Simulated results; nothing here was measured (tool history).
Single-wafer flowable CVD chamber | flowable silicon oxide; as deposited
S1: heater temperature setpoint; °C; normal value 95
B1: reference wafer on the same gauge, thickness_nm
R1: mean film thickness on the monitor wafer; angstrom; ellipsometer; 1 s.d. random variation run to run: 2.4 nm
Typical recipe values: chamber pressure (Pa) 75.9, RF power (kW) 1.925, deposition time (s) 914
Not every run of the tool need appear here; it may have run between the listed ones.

Run 1, day 0.000: usual settings; B1 378.211. Result: R1 4050.02 angstrom.
Run 2, day 3.812: usual settings; B1 377.330. Result: R1 4057.01 angstrom.
Run 3, day 6.667: usual settings; B1 378.122. Result: R1 4041.25 angstrom.
Run 4, day 8.175: usual settings; B1 377.908. Result: R1 4050.18 angstrom.
Run 5, day 11.025: usual settings; B1 378.524. Result: R1 4037.58 angstrom.
Run 6, day 14.808: usual settings; B1 377.853. Result: R1 4013.37 angstrom.
Run 7, day 21.238: usual settings; B1 378.017. Result: R1 4387.58 angstrom.
Run 8, day 23.525: usual settings but RF power (kW) 1.730; B1 377.472. Result: R1 4315.34 angstrom.
Run 9, day 25.025: usual settings but RF power (kW) 1.730; B1 377.567. Result: R1 4285.10 angstrom.
Run 10, day 26.892: usual settings; B1 378.007. Result: R1 4373.24 angstrom.
Run 11, day 28.867: usual settings but chamber pressure (Pa) 61.1; B1 378.468. Result: R1 3506.97 angstrom.
Run 12, day 32.142: usual settings; B1 377.146. Result: R1 4364.46 angstrom.
Run 13, day 36.267: usual settings; B1 378.452. Result: R1 4343.57 angstrom.
Run 14, day 38.796: usual settings but S1 85 °C, deposition time (s) 823; B1 378.084. Result: R1 5135.90 angstrom.
Run 15, day 42.250: usual settings but S1 101 °C, chamber pressure (Pa) 70.3, RF power (kW) 2.225; B1 378.262. Result: R1 3460.87 angstrom.
Run 16, day 44.762: usual settings; B1 377.888. Result: R1 4300.49 angstrom.
Run 17, day 47.033: usual settings but S1 105 °C, chamber pressure (Pa) 83.1, RF power (kW) 2.165, deposition time (s) 1088; B1 378.436. Result: R1 4294.45 angstrom.
Run 18, day 49.083: usual settings but S1 85 °C, deposition time (s) 823; B1 377.775. Result: R1 5143.07 angstrom.
Run 19, day 52.904: usual settings but S1 109 °C, RF power (kW) 2.045, deposition time (s) 991; B1 377.972. Result: R1 2971.68 angstrom.
Run 20, day 57.008: usual settings but S1 83 °C, chamber pressure (Pa) 60.7, deposition time (s) 1040; B1 378.484. Result: R1 5197.79 angstrom.
Run 21, day 59.204: usual settings but S1 81 °C, chamber pressure (Pa) 92.1; B1 378.539. Result: R1 7235.04 angstrom.
Run 22, day 63.279: usual settings; B1 378.513. Result: R1 4128.43 angstrom.
Run 23, day 67.217: usual settings but S1 105 °C, chamber pressure (Pa) 87.6; B1 378.164. Result: R1 3499.11 angstrom.
Run 24, day 69.750: usual settings; B1 377.480. Result: R1 4080.18 angstrom.
Run 25, day 72.675: usual settings; B1 377.817. Result: R1 4078.44 angstrom.
Run 26, day 76.517: usual settings but S1 102 °C; B1 377.667. Result: R1 3294.05 angstrom.
Run 27, day 80.729: usual settings but deposition time (s) 780; B1 378.190. Result: R1 3751.78 angstrom.
Run 28, day 84.721: usual settings but chamber pressure (Pa) 68.1; B1 377.406. Result: R1 3940.31 angstrom.

Taken out of this log: 6 entries between the listed runs. Where each belongs, and how the hidden state differs across it:
Run 6 -> run 7: capacitance manometer re-zeroed and calibrated (day 19.879)
  wafer temperature above the value expected at the setpoint (K): -0.927 -> -1.07; true pressure above the setpoint (%): -7.86 -> -0.203
  measured value less the no-hidden-state value, R1: -221.68 -> +126.03 angstrom
Run 7 -> run 8: gauge calibrated (day 22.842)
  wafer temperature above the value expected at the setpoint (K): -1.07 -> -1.12; true pressure above the setpoint (%): -0.203 -> -0.467
  measured value less the no-hidden-state value, R1: +126.03 -> +118.95 angstrom
Run 11 -> run 12: showerhead replaced (day 31.508)
  wafer temperature above the value expected at the setpoint (K): -1.23 -> -1.3; true pressure above the setpoint (%): -1.08 -> -1.46
  measured value less the no-hidden-state value, R1: +85.97 -> +100.98 angstrom
Run 13 -> run 14: RF generator calibrated (day 38.775)
  wafer temperature above the value expected at the setpoint (K): -1.39 -> -1.45; true pressure above the setpoint (%): -1.94 -> -2.23
  measured value less the no-hidden-state value, R1: +91.16 -> +78.90 angstrom
Run 18 -> run 19: thermocouple changed; heater temperature recalibrated (day 50.604)
  wafer temperature above the value expected at the setpoint (K): -1.67 -> -0.092; true pressure above the setpoint (%): -3.42 -> -3.86
  measured value less the no-hidden-state value, R1: +47.27 -> -110.30 angstrom
Run 26 -> run 27: capacitance manometer re-zeroed and calibrated (day 80.708)
  wafer temperature above the value expected at the setpoint (K): -0.603 -> -0.694; true pressure above the setpoint (%): -6.58 -> 0.278
  measured value less the no-hidden-state value, R1: -166.61 -> +85.49 angstrom

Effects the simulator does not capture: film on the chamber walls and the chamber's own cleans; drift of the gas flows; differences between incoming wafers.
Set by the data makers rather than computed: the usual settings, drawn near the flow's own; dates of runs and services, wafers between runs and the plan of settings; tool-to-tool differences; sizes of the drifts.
